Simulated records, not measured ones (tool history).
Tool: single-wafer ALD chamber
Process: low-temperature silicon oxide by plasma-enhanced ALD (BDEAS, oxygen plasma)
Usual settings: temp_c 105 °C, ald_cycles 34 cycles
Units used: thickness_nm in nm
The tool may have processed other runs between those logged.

run,hour,temp_c,ald_cycles,wafers since the last listed run,hours since the last thermocouple change,hours since the gauge calibration,"read-back reference wafer on the same gauge, thickness_nm",thickness_nm
1,0,105,34,0,1078.4,150.4,4.872,4.749
2,42.7,105,34,487,1121.1,193.1,4.865,4.762
3,94.9,105,34,595,1173.3,245.3,4.869,4.764
4,160.2,105,37,744,1238.6,310.6,4.868,5.193
5,207.2,105,37,536,1285.6,357.6,4.87,5.184
6,267.1,105,37,683,1345.5,417.5,4.87,5.192
7,293.8,100,34,304,1372.2,444.2,4.876,4.803
8,333.2,100,34,449,1411.6,483.6,4.866,4.805
9,377.7,100,34,507,1456.1,528.1,4.865,4.79
# hour 429.4: thermocouple changed; heater temperature recalibrated
10,429.9,105,34,504,0.5,580.3,4.871,4.764
11,479.3,105,34,563,49.9,629.7,4.869,4.768
12,533.3,90,40,615,103.9,683.7,4.869,5.838
13,579,111,40,521,149.6,729.4,4.867,5.555
14,637.2,105,29,663,207.8,787.6,4.873,4.067
# hour 700.9: gauge calibrated
15,707.5,93,40,801,278.1,6.6,4.865,5.758
16,758.1,105,34,577,328.7,57.2,4.87,4.77
17,819.9,105,37,704,390.5,119,4.871,5.167
18,889.4,105,36,792,460,188.5,4.872,5.03
19,933.9,105,30,507,504.5,233,4.874,4.196

Consider 5 possible next runs. They are alternatives, not a sequence: every one starts from the tool as it was left by run 19. What does each give?
A,934.4,105,34,5,505,233.5,?,?
B,934.4,93,28,5,505,233.5,?,?
C,934.4,113,37,5,505,233.5,?,?
D,934.4,94,32,5,505,233.5,?,?
E,934.4,100,38,5,505,233.5,?,?

run,"read-back reference wafer on the same gauge, thickness_nm",thickness_nm
A,4.868,4.756
B,4.868,4.035
C,4.868,5.108
D,4.868,4.597
E,4.868,5.359
The same runs, with their run-to-run variation unchanged, on a tool lacking any hidden condition would have given:
run,thickness_nm
A,4.756
B,4.035
C,5.108
D,4.597
E,5.359
